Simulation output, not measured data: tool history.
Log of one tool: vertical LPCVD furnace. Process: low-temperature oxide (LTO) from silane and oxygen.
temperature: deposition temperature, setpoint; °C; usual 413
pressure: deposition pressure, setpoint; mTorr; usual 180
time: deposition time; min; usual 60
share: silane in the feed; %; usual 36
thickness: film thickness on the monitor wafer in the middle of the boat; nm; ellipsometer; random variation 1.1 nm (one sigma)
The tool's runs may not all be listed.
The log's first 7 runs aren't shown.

run,hour,temperature,pressure,time,share,wafers since the last listed run,hours since the last temperature calibration,hours since the pressure gauge was zeroed,hours since the silane flow controller was replaced,hours since the gauge calibration,"read-back reference wafer on the same gauge, thickness",thickness
8,347.3,413,180,60,36,698,2907.8,1625.8,5138.4,1255.7,486.02,436.52
9,401.6,413,180,60,36,715,2962.1,1680.1,5192.7,1310.0,486.00,435.50
10,470.9,413,180,60,36,912,3031.4,1749.4,5262.0,1379.3,486.17,438.27
11,503.3,413,180,60,36,426,3063.8,1781.8,5294.4,1411.7,485.94,435.82
# hour 525.0: gauge calibrated
12,553.6,413,180,60,36,662,3114.1,1832.1,5344.7,28.6,485.93,436.97
13,586.6,413,155,60,36,434,3147.1,1865.1,5377.7,61.6,486.07,376.95
14,645.3,413,155,60,36,773,3205.8,1923.8,5436.4,120.3,486.02,374.95
15,691.8,413,180,48,31,612,3252.3,1970.3,5482.9,166.8,486.24,287.46
16,742.4,408,150,60,34,666,3302.9,2020.9,5533.5,217.4,486.24,321.09
17,792.6,418,180,45,36,661,3353.1,2071.1,5583.7,267.6,486.20,346.32
18,861.4,413,180,60,33,906,3421.9,2139.9,5652.5,336.4,486.17,390.13
19,931.4,408,150,60,34,922,3491.9,2209.9,5722.5,406.4,486.25,319.95
20,971.7,424,180,60,32,530,3532.2,2250.2,5762.8,446.7,485.94,422.87
21,997.4,402,180,60,32,338,3557.9,2275.9,5788.5,472.4,485.91,332.92
22,1022.8,413,150,60,30,334,3583.3,2301.3,5813.9,497.8,485.77,286.99
# hour 1093.9: silane flow controller replaced
23,1094.4,413,180,52,36,627,3654.9,2372.9,0.5,569.4,485.93,381.78
24,1118.4,416,180,60,36,316,3678.9,2396.9,24.5,593.4,485.82,453.87
# hour 1152.0: pressure gauge zeroed
# hour 1172.1: thermocouples replaced and temperature profile calibrated
25,1224.7,413,180,60,36,818,52.6,72.7,130.8,699.7,486.07,418.68
26,1282.2,413,180,60,36,757,110.1,130.2,188.3,757.2,486.10,416.33
27,1353.7,403,180,36,33,941,181.6,201.7,259.8,828.7,486.30,200.74
28,1399.8,422,180,60,36,607,227.7,247.8,305.9,874.8,486.02,461.91
29,1454.6,413,180,60,36,721,282.5,302.6,360.7,929.6,486.18,419.60
30,1482.2,406,180,60,34,363,310.1,330.2,388.3,957.2,485.98,360.03
31,1521.0,413,195,60,36,511,348.9,369.0,427.1,996.0,485.82,454.97

3 ways to go on from here, each from the tool as it stands after run 31. What would each give?
A,1526.2,413,210,60,36,68,354.1,374.2,432.3,1001.2,?,?
B,1526.2,401,180,60,36,68,354.1,374.2,432.3,1001.2,?,?
C,1526.2,413,155,83,29,68,354.1,374.2,432.3,1001.2,?,?

run,"read-back reference wafer on the same gauge, thickness",thickness
A,486.40,490.75
B,486.40,368.43
C,486.40,373.05
Without the tool's hidden state the same runs would have given:
run,thickness
A,487.56
B,365.92
C,370.49
